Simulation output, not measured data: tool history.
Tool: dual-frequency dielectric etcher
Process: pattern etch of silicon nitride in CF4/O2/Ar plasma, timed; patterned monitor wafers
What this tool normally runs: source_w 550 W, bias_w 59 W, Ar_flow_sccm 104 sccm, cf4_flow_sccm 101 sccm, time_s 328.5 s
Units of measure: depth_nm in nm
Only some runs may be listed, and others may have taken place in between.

run,hour,source_w,bias_w,Ar_flow_sccm,cf4_flow_sccm,time_s,wafers since the last listed run,hours since the last wet clean,hours since the last source power generator calibration,hours since the last bias power generator calibration,hours since the last Ar flow controller change,hours since the last CF4 flow controller change,hours since the last upper electrode change,hours since the gauge calibration,"read-back reference wafer on the same gauge, depth_nm",depth_nm
1,0.0,550,59,104,101,328.5,0,505.4,1764.5,1028.8,2506.2,2939.6,1353.8,1121.3,748.5,697.3
2,76.4,550,59,104,101,328.5,489,581.8,1840.9,1105.2,2582.6,3016.0,1430.2,1197.7,748.6,701.5
# hour 187.9: wet clean of the chamber
3,188.4,550,59,104,101,328.5,564,0.5,1952.9,1217.2,2694.6,3128.0,1542.2,1309.7,749.1,670.6
4,245.5,550,59,114,101,328.5,366,57.6,2010.0,1274.3,2751.7,3185.1,1599.3,1366.8,749.6,663.9
5,351.5,550,59,104,101,328.5,679,163.6,2116.0,1380.3,2857.7,3291.1,1705.3,1472.8,749.2,676.7
6,673.9,550,59,104,101,328.5,2067,486.0,2438.4,1702.7,3180.1,3613.5,2027.7,1795.2,749.0,702.7
7,779.4,550,59,104,101,328.5,676,591.5,2543.9,1808.2,3285.6,3719.0,2133.2,1900.7,749.2,699.9
# hour 829.1: wet clean of the chamber
8,829.6,610,59,119,101,328.5,167,0.5,2594.1,1858.4,3335.8,3769.2,2183.4,1950.9,749.2,704.8
# hour 830.5: gauge calibrated
9,904.9,610,59,119,101,328.5,482,75.8,2669.4,1933.7,3411.1,3844.5,2258.7,74.4,749.6,709.5
10,962.6,610,59,119,101,328.5,369,133.5,2727.1,1991.4,3468.8,3902.2,2316.4,132.1,749.2,717.1
11,999.9,460,59,104,101,328.5,239,170.8,2764.4,2028.7,3506.1,3939.5,2353.7,169.4,749.0,592.7
12,1096.8,550,59,104,101,328.5,621,267.7,2861.3,2125.6,3603.0,4036.4,2450.6,266.3,749.9,678.2
# hour 1162.4: upper electrode replaced
13,1173.1,550,59,104,101,328.5,335,344.0,2937.6,2201.9,3679.3,4112.7,10.7,342.6,750.1,682.9
# hour 1221.7: CF4 flow controller replaced
# hour 1230.5: bias power generator calibrated
14,1231.0,550,59,104,91,241.0,307,401.9,2995.5,0.5,3737.2,9.3,68.6,400.5,750.2,486.2
# hour 1257.7: Ar flow controller replaced
15,1431.2,550,59,104,84,328.5,1245,602.1,3195.7,200.7,173.5,209.5,268.8,600.7,749.7,680.9
# hour 1443.5: source power generator calibrated
# hour 1456.0: wet clean of the chamber
16,1518.0,660,54,89,120,328.5,450,62.0,74.5,287.5,260.3,296.3,355.6,687.5,749.7,751.5
17,1605.1,550,59,104,118,328.5,558,149.1,161.6,374.6,347.4,383.4,442.7,774.6,750.6,662.7
18,1642.9,650,69,104,117,328.5,242,186.9,199.4,412.4,385.2,421.2,480.5,812.4,750.1,831.1
19,1693.9,550,66,104,123,328.5,327,237.9,250.4,463.4,436.2,472.2,531.5,863.4,750.7,722.8
20,1786.0,550,49,104,80,328.5,590,330.0,342.5,555.5,528.3,564.3,623.6,955.5,751.2,605.2
21,1850.5,550,49,104,117,380.0,413,394.5,407.0,620.0,592.8,628.8,688.1,1020.0,750.4,718.1

Branching from run 21: 3 alternative next runs. What would each branch give?
A,1851.0,550,59,104,101,328.5,3,395.0,407.5,620.5,593.3,629.3,688.6,1020.5,?,?
B,1851.0,550,59,129,101,250.5,3,395.0,407.5,620.5,593.3,629.3,688.6,1020.5,?,?
C,1851.0,550,59,104,113,328.5,3,395.0,407.5,620.5,593.3,629.3,688.6,1020.5,?,?

run,"read-back reference wafer on the same gauge, depth_nm",depth_nm
A,750.5,679.1
B,750.5,501.8
C,750.5,683.6
What these runs would have given with no unlogged condition in the tool:
run,depth_nm
A,652.9
B,482.2
C,657.3
